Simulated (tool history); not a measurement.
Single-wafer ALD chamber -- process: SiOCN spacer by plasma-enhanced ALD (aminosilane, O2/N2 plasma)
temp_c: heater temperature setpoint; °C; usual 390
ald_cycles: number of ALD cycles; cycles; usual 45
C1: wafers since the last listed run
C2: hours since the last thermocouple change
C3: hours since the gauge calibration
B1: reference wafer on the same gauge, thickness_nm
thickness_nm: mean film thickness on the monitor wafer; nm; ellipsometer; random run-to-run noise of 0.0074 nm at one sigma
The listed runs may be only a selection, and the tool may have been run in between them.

{"run": 1, "hour": 0.0, "temp_c": 390, "ald_cycles": 45, "C1": 0, "C2": 1469.2, "C3": 250.9, "B1": 3.489, "thickness_nm": 2.969}
{"run": 2, "hour": 23.4, "temp_c": 382, "ald_cycles": 45, "C1": 126, "C2": 1492.6, "C3": 274.3, "B1": 3.489, "thickness_nm": 2.984}
{"run": 3, "hour": 55.9, "temp_c": 382, "ald_cycles": 45, "C1": 175, "C2": 1525.1, "C3": 306.8, "B1": 3.493, "thickness_nm": 2.997}
{"run": 4, "hour": 69.0, "temp_c": 382, "ald_cycles": 45, "C1": 70, "C2": 1538.2, "C3": 319.9, "B1": 3.488, "thickness_nm": 2.981}
{"run": 5, "hour": 89.0, "temp_c": 379, "ald_cycles": 45, "C1": 108, "C2": 1558.2, "C3": 339.9, "B1": 3.487, "thickness_nm": 2.966}
{"run": 6, "hour": 121.2, "temp_c": 385, "ald_cycles": 39, "C1": 173, "C2": 1590.4, "C3": 372.1, "B1": 3.488, "thickness_nm": 2.582}
{"run": 7, "hour": 135.4, "temp_c": 385, "ald_cycles": 39, "C1": 76, "C2": 1604.6, "C3": 386.3, "B1": 3.491, "thickness_nm": 2.571}
{"run": 8, "hour": 155.8, "temp_c": 385, "ald_cycles": 39, "C1": 110, "C2": 1625.0, "C3": 406.7, "B1": 3.492, "thickness_nm": 2.58}
{"hour": 164.6, "done": "gauge calibrated"}
{"run": 9, "hour": 168.3, "temp_c": 390, "ald_cycles": 45, "C1": 67, "C2": 1637.5, "C3": 3.7, "B1": 3.491, "thickness_nm": 2.972}
{"run": 10, "hour": 202.0, "temp_c": 390, "ald_cycles": 45, "C1": 182, "C2": 1671.2, "C3": 37.4, "B1": 3.49, "thickness_nm": 2.985}
{"run": 11, "hour": 215.0, "temp_c": 396, "ald_cycles": 45, "C1": 70, "C2": 1684.2, "C3": 50.4, "B1": 3.487, "thickness_nm": 2.984}
{"run": 12, "hour": 240.1, "temp_c": 396, "ald_cycles": 45, "C1": 135, "C2": 1709.3, "C3": 75.5, "B1": 3.488, "thickness_nm": 2.982}
{"run": 13, "hour": 264.9, "temp_c": 403, "ald_cycles": 42, "C1": 133, "C2": 1734.1, "C3": 100.3, "B1": 3.491, "thickness_nm": 2.75}
{"run": 14, "hour": 298.1, "temp_c": 375, "ald_cycles": 40, "C1": 179, "C2": 1767.3, "C3": 133.5, "B1": 3.492, "thickness_nm": 2.646}
{"run": 15, "hour": 311.7, "temp_c": 385, "ald_cycles": 48, "C1": 73, "C2": 1780.9, "C3": 147.1, "B1": 3.488, "thickness_nm": 3.157}
{"run": 16, "hour": 347.2, "temp_c": 382, "ald_cycles": 45, "C1": 191, "C2": 1816.4, "C3": 182.6, "B1": 3.491, "thickness_nm": 2.973}
{"hour": 358.8, "done": "thermocouple changed; heater temperature recalibrated"}
{"run": 17, "hour": 364.2, "temp_c": 390, "ald_cycles": 45, "C1": 48, "C2": 5.4, "C3": 199.6, "B1": 3.49, "thickness_nm": 2.988}
{"run": 18, "hour": 391.2, "temp_c": 376, "ald_cycles": 53, "C1": 145, "C2": 32.4, "C3": 226.6, "B1": 3.489, "thickness_nm": 3.505}
{"run": 19, "hour": 405.6, "temp_c": 400, "ald_cycles": 50, "C1": 77, "C2": 46.8, "C3": 241.0, "B1": 3.491, "thickness_nm": 3.304}
{"run": 20, "hour": 421.5, "temp_c": 382, "ald_cycles": 37, "C1": 85, "C2": 62.7, "C3": 256.9, "B1": 3.489, "thickness_nm": 2.45}
{"run": 21, "hour": 450.8, "temp_c": 390, "ald_cycles": 45, "C1": 158, "C2": 92.0, "C3": 286.2, "B1": 3.492, "thickness_nm": 2.978}
{"run": 22, "hour": 467.8, "temp_c": 390, "ald_cycles": 49, "C1": 91, "C2": 109.0, "C3": 303.2, "B1": 3.492, "thickness_nm": 3.236}
{"run": 23, "hour": 502.5, "temp_c": 375, "ald_cycles": 51, "C1": 187, "C2": 143.7, "C3": 337.9, "B1": 3.49, "thickness_nm": 3.38}
{"run": 24, "hour": 523.1, "temp_c": 402, "ald_cycles": 40, "C1": 111, "C2": 164.3, "C3": 358.5, "B1": 3.489, "thickness_nm": 2.617}

How the hidden state differs across the entries between the runs, from the last listed run before each to the first after it:
From run 8 to run 9: gauge calibrated (hour 164.6)
  no hidden state differs between the two runs
From run 16 to run 17: thermocouple changed; heater temperature recalibrated (hour 358.8)
  no hidden state differs between the two runs

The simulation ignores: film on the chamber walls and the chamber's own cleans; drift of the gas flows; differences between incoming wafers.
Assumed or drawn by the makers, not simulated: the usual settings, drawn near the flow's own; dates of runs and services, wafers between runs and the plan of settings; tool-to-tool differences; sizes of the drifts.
